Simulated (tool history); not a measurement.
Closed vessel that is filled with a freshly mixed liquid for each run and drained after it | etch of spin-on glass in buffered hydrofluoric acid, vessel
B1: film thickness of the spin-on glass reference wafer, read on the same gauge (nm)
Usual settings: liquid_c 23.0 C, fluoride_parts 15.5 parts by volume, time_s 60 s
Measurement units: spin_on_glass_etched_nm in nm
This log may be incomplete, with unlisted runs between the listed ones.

run 1 hour=0.0 | liquid_c=23.0 fluoride_parts=15.5 time_s=75 | B1=139.98 | spin_on_glass_etched_nm=129.88
run 2 hour=7.5 | liquid_c=23.0 fluoride_parts=17.0 time_s=35 | B1=139.93 | spin_on_glass_etched_nm=54.37
run 3 hour=14.0 | liquid_c=23.0 fluoride_parts=17.0 time_s=35 | B1=139.99 | spin_on_glass_etched_nm=54.27
run 4 hour=28.9 | liquid_c=23.0 fluoride_parts=17.0 time_s=35 | B1=139.96 | spin_on_glass_etched_nm=54.82
run 5 hour=41.0 | liquid_c=20.0 fluoride_parts=17.5 time_s=60 | B1=139.97 | spin_on_glass_etched_nm=77.41
-- hour=51.9 thermometer replaced
run 6 hour=56.8 | liquid_c=20.0 fluoride_parts=17.5 time_s=60 | B1=139.95 | spin_on_glass_etched_nm=69.39
run 7 hour=64.8 | liquid_c=23.0 fluoride_parts=15.5 time_s=60 | B1=139.98 | spin_on_glass_etched_nm=91.11
run 8 hour=72.5 | liquid_c=23.0 fluoride_parts=15.5 time_s=60 | B1=140.00 | spin_on_glass_etched_nm=91.62
run 9 hour=87.9 | liquid_c=23.0 fluoride_parts=15.5 time_s=60 | B1=140.04 | spin_on_glass_etched_nm=93.28
run 10 hour=102.3 | liquid_c=23.0 fluoride_parts=15.5 time_s=60 | B1=139.99 | spin_on_glass_etched_nm=92.49
run 11 hour=113.5 | liquid_c=23.0 fluoride_parts=15.5 time_s=60 | B1=139.97 | spin_on_glass_etched_nm=93.47
run 12 hour=126.4 | liquid_c=23.0 fluoride_parts=15.5 time_s=60 | B1=140.00 | spin_on_glass_etched_nm=92.81
run 13 hour=135.7 | liquid_c=27.0 fluoride_parts=13.5 time_s=80 | B1=140.00 | spin_on_glass_etched_nm=174.80
run 14 hour=153.1 | liquid_c=20.0 fluoride_parts=15.5 time_s=60 | B1=139.97 | spin_on_glass_etched_nm=78.81
run 15 hour=164.4 | liquid_c=23.0 fluoride_parts=15.5 time_s=60 | B1=140.01 | spin_on_glass_etched_nm=91.63
run 16 hour=178.1 | liquid_c=18.5 fluoride_parts=17.5 time_s=70 | B1=140.02 | spin_on_glass_etched_nm=74.98
run 17 hour=188.7 | liquid_c=23.0 fluoride_parts=15.5 time_s=60 | B1=140.02 | spin_on_glass_etched_nm=93.63
run 18 hour=195.6 | liquid_c=20.5 fluoride_parts=20.5 time_s=40 | B1=140.01 | spin_on_glass_etched_nm=41.48
run 19 hour=210.9 | liquid_c=23.0 fluoride_parts=21.0 time_s=75 | B1=139.94 | spin_on_glass_etched_nm=88.37
run 20 hour=219.2 | liquid_c=27.0 fluoride_parts=13.5 time_s=80 | B1=139.99 | spin_on_glass_etched_nm=178.64
run 21 hour=230.3 | liquid_c=28.0 fluoride_parts=15.5 time_s=40 | B1=140.03 | spin_on_glass_etched_nm=81.58
run 22 hour=237.8 | liquid_c=18.5 fluoride_parts=10.5 time_s=85 | B1=139.96 | spin_on_glass_etched_nm=150.77
-- hour=246.7 hydrofluoric acid flow meter replaced
run 23 hour=249.3 | liquid_c=23.0 fluoride_parts=15.5 time_s=60 | B1=140.01 | spin_on_glass_etched_nm=94.62
run 24 hour=256.4 | liquid_c=23.0 fluoride_parts=15.5 time_s=60 | B1=140.02 | spin_on_glass_etched_nm=95.69
-- hour=258.3 gauge calibrated
run 25 hour=270.5 | liquid_c=27.5 fluoride_parts=11.0 time_s=60 | B1=140.01 | spin_on_glass_etched_nm=168.42
run 26 hour=285.3 | liquid_c=23.0 fluoride_parts=15.5 time_s=60 | B1=140.00 | spin_on_glass_etched_nm=94.21

Run 27 is up next; what results do you expect?
run 27 hour=303.4 | liquid_c=23.0 fluoride_parts=17.5 time_s=60 | B1=? | spin_on_glass_etched_nm=?

B1: 139.96
spin_on_glass_etched_nm: 83.63 nm
The same run, on a tool lacking any hidden state, would have yielded spin_on_glass_etched_nm 81.32 nm.

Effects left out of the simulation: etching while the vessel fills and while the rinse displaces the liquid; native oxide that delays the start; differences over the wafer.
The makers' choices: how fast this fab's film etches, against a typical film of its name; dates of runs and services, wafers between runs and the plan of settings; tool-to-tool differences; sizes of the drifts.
